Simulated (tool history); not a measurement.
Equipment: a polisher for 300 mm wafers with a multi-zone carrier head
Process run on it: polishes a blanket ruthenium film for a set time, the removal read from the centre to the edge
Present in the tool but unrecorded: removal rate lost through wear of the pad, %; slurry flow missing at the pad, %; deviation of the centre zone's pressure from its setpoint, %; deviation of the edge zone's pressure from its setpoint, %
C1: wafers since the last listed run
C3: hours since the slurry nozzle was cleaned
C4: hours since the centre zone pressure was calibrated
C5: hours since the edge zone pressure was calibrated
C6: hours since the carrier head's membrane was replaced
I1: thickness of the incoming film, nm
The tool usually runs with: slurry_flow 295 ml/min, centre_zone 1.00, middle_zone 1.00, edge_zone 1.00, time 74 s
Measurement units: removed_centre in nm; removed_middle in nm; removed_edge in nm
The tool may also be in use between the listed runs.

Run 1, day 0.000: usual settings; C1 0; wafers polished on this pad 1261; C3 863.8; C4 436.7; C5 270.7; C6 1612.9; I1 336.8. Result: removed_centre 51.6 nm, removed_middle 51.4 nm, removed_edge 51.1 nm.
At day 0.971: slurry nozzle cleaned.
Run 2, day 1.467: usual settings but edge_zone 1.09; C1 411; wafers polished on this pad 1672; C3 11.9; C4 471.9; C5 305.9; C6 1648.1; I1 346.9. Result: removed_centre 52.6 nm, removed_middle 51.6 nm, removed_edge 52.6 nm.
At day 3.042: carrier head's membrane replaced by a new one.
At day 3.354: centre zone pressure recalibrated.
Run 3, day 4.000: usual settings; C1 647; wafers polished on this pad 2319; C3 72.7; C4 15.5; C5 366.7; C6 23.0; I1 340.6. Result: removed_centre 52.0 nm, removed_middle 51.6 nm, removed_edge 51.2 nm.
Run 4, day 5.888: usual settings; C1 544; wafers polished on this pad 2864; C3 118.0; C4 60.8; C5 412.0; C6 68.3; I1 340.8. Result: removed_centre 51.6 nm, removed_middle 51.2 nm, removed_edge 51.3 nm.
Run 5, day 7.854: usual settings but time 57 s; C1 567; wafers polished on this pad 3432; C3 165.2; C4 108.0; C5 459.2; C6 115.5; I1 339.1. Result: removed_centre 40.0 nm, removed_middle 40.2 nm, removed_edge 39.7 nm.
Run 6, day 10.354: usual settings but edge_zone 1.10; C1 721; wafers polished on this pad 4153; C3 225.2; C4 168.0; C5 519.2; C6 175.5; I1 340.0. Result: removed_centre 51.8 nm, removed_middle 51.6 nm, removed_edge 53.4 nm.
At day 10.796: worn pad replaced by a new one.
Run 7, day 13.050: usual settings; C1 730; wafers polished on this pad 650; C3 289.9; C4 232.7; C5 583.9; C6 240.2; I1 339.4. Result: removed_centre 52.1 nm, removed_middle 51.9 nm, removed_edge 50.9 nm.
Run 8, day 14.188: usual settings but slurry_flow 360 ml/min, time 90 s; C1 328; wafers polished on this pad 978; C3 317.2; C4 260.0; C5 611.2; C6 267.5; I1 342.1. Result: removed_centre 62.8 nm, removed_middle 64.4 nm, removed_edge 62.0 nm.
Run 9, day 16.021: usual settings but centre_zone 1.04, middle_zone 0.94, edge_zone 1.09, time 85 s; C1 529; wafers polished on this pad 1507; C3 361.2; C4 304.0; C5 655.2; C6 311.5; I1 343.5. Result: removed_centre 62.4 nm, removed_middle 57.0 nm, removed_edge 60.8 nm.
At day 16.788: edge zone pressure recalibrated.
Run 10, day 17.792: usual settings but middle_zone 1.04, edge_zone 1.10; C1 487; wafers polished on this pad 1994; C3 403.7; C4 346.5; C5 24.1; C6 354.0; I1 336.1. Result: removed_centre 52.4 nm, removed_middle 53.5 nm, removed_edge 53.1 nm.
Run 11, day 19.467: usual settings but slurry_flow 235 ml/min, centre_zone 0.89; C1 483; wafers polished on this pad 2478; C3 443.9; C4 386.7; C5 64.3; C6 394.2; I1 337.4. Result: removed_centre 45.2 nm, removed_middle 51.4 nm, removed_edge 50.8 nm.
Run 12, day 22.404: usual settings but edge_zone 0.95, time 60 s; C1 847; wafers polished on this pad 3326; C3 514.4; C4 457.2; C5 134.8; C6 464.7; I1 339.8. Result: removed_centre 42.7 nm, removed_middle 41.2 nm, removed_edge 39.9 nm.
Run 13, day 24.671: usual settings but time 56 s; C1 654; wafers polished on this pad 3980; C3 568.8; C4 511.6; C5 189.2; C6 519.1; I1 336.6. Result: removed_centre 39.0 nm, removed_middle 40.3 nm, removed_edge 38.7 nm.
At day 25.479: centre zone pressure recalibrated.
Run 14, day 26.150: usual settings; C1 402; wafers polished on this pad 4383; C3 604.3; C4 16.1; C5 224.7; C6 554.6; I1 339.4. Result: removed_centre 51.9 nm, removed_middle 51.2 nm, removed_edge 51.6 nm.
At day 26.775: worn pad replaced by a new one.
Run 15, day 28.146: usual settings but middle_zone 1.05, time 63 s; C1 527; wafers polished on this pad 395; C3 652.2; C4 64.0; C5 272.6; C6 602.5; I1 339.1. Result: removed_centre 43.7 nm, removed_middle 46.8 nm, removed_edge 43.7 nm.
Run 16, day 30.467: usual settings; C1 669; wafers polished on this pad 1065; C3 707.9; C4 119.7; C5 328.3; C6 658.2; I1 343.1. Result: removed_centre 53.5 nm, removed_middle 51.6 nm, removed_edge 50.9 nm.
Run 17, day 33.254: usual settings but slurry_flow 390 ml/min, centre_zone 0.89, edge_zone 0.88, time 95 s; C1 804; wafers polished on this pad 1870; C3 774.8; C4 186.6; C5 395.2; C6 725.1; I1 336.5. Result: removed_centre 61.3 nm, removed_middle 69.2 nm, removed_edge 63.6 nm.
Run 18, day 36.012: usual settings but edge_zone 1.11; C1 796; wafers polished on this pad 2666; C3 841.0; C4 252.8; C5 461.4; C6 791.3; I1 337.1. Result: removed_centre 51.6 nm, removed_middle 51.0 nm, removed_edge 53.7 nm.
At day 38.375: slurry nozzle cleaned.
Run 19, day 38.529: usual settings but middle_zone 1.06, time 56 s; C1 714; wafers polished on this pad 3380; C3 3.7; C4 313.2; C5 521.8; C6 851.7; I1 338.6. Result: removed_centre 39.2 nm, removed_middle 40.5 nm, removed_edge 38.9 nm.
Run 20, day 40.021: usual settings but edge_zone 1.05; C1 430; wafers polished on this pad 3811; C3 39.5; C4 349.0; C5 557.6; C6 887.5; I1 340.0. Result: removed_centre 52.8 nm, removed_middle 52.0 nm, removed_edge 51.8 nm.
At day 42.488: worn pad replaced by a new one.
Run 21, day 42.642: usual settings but edge_zone 1.09; C1 708; wafers polished on this pad 44; C3 102.4; C4 411.9; C5 620.5; C6 950.4; I1 334.8. Result: removed_centre 52.4 nm, removed_middle 52.0 nm, removed_edge 53.4 nm.

Hidden state, per run?
removal rate lost through wear of the pad, %: 0 on each run
slurry flow missing at the pad, %: 0 on each run
deviation of the centre zone's pressure from its setpoint, %: 0 on each run
deviation of the edge zone's pressure from its setpoint, %: 0 on each run
